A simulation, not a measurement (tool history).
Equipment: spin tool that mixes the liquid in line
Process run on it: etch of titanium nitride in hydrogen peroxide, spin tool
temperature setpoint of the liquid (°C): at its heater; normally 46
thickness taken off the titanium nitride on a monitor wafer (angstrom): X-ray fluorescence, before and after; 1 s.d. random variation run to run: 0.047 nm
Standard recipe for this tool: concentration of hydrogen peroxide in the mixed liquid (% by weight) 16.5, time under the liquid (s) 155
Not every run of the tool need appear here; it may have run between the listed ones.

run    hour  temperature setpoint of the liquid (°C)  concentration of hydrogen peroxide in the mixed liquid (% by weight)  time under the liquid (s)  read-back film thickness of the titanium nitride reference wafer, read on the same gauge (nm)  thickness taken off the titanium nitride on a monitor wafer (angstrom)
  1       0                                       46                                                                  16.5                        155                                                                                          99.99                                                                    45.1
  2      69                                       46                                                                  16.5                        155                                                                                            100                                                                      45
  3   141.4                                       46                                                                  16.5                        155                                                                                            100                                                                    45.5
  4   201.4                                       46                                                                  16.5                        155                                                                                            100                                                                    45.9
  5     249                                       46                                                                  16.5                        155                                                                                         100.02                                                                    44.8
  6   321.1                                       46                                                                  16.5                        155                                                                                            100                                                                    44.3
  7   367.7                                       46                                                                  16.5                        155                                                                                          99.98                                                                    45.7
  8   424.1                                       46                                                                  16.5                        155                                                                                            100                                                                    44.6
      448.6  -- peroxide flow meter replaced
  9   486.3                                     50.5                                                                  12.5                        220                                                                                            100                                                                    83.7
 10     550                                     51.5                                                                    14                        230                                                                                         100.01                                                                    95.2
      598.2  -- new drum of peroxide connected
        612  -- heated supply line repaired
 11   649.2                                     53.5                                                                  12.5                        240                                                                                         100.01                                                                     129
      751.1  -- thermometer replaced
      776.3  -- gauge calibrated
 12   947.4                                     52.5                                                                  19.5                        100                                                                                            100                                                                    54.7
 13  1028.2                                       46                                                                  16.5                        155                                                                                         100.01                                                                    50.1
     1043.2  -- peroxide flow meter replaced
 14  1114.6                                       40                                                                  16.5                        240                                                                                         100.01                                                                    49.1
 15  1160.3                                       55                                                                    12                        105                                                                                          99.98                                                                    59.7

Alternative continuations, all from the tool just after run 15; predict every row:
  A  1160.8                                       46                                                                  16.5                        155                                                                                              ?                                                                       ?
  B  1160.8                                     49.5                                                                    14                         90                                                                                              ?                                                                       ?
  C  1160.8                                     37.5                                                                    13                        130                                                                                              ?                                                                       ?
  D  1160.8                                       46                                                                    12                        155                                                                                              ?                                                                       ?
  E  1160.8                                       46                                                                  16.5                        230                                                                                              ?                                                                       ?

run  read-back film thickness of the titanium nitride reference wafer, read on the same gauge (nm)  thickness taken off the titanium nitride on a monitor wafer (angstrom)
  A                                                                                          99.99                                                                    49.6
  B                                                                                          99.99                                                                      36
  C                                                                                          99.99                                                                    20.7
  D                                                                                          99.99                                                                    46.4
  E                                                                                          99.99                                                                    73.6
Stripped of hidden state, with their random variation kept, the same runs would have yielded:
run  thickness taken off the titanium nitride on a monitor wafer (angstrom)
  A                                                                    51.7
  B                                                                    37.5
  C                                                                    21.6
  D                                                                    48.4
  E                                                                    76.7
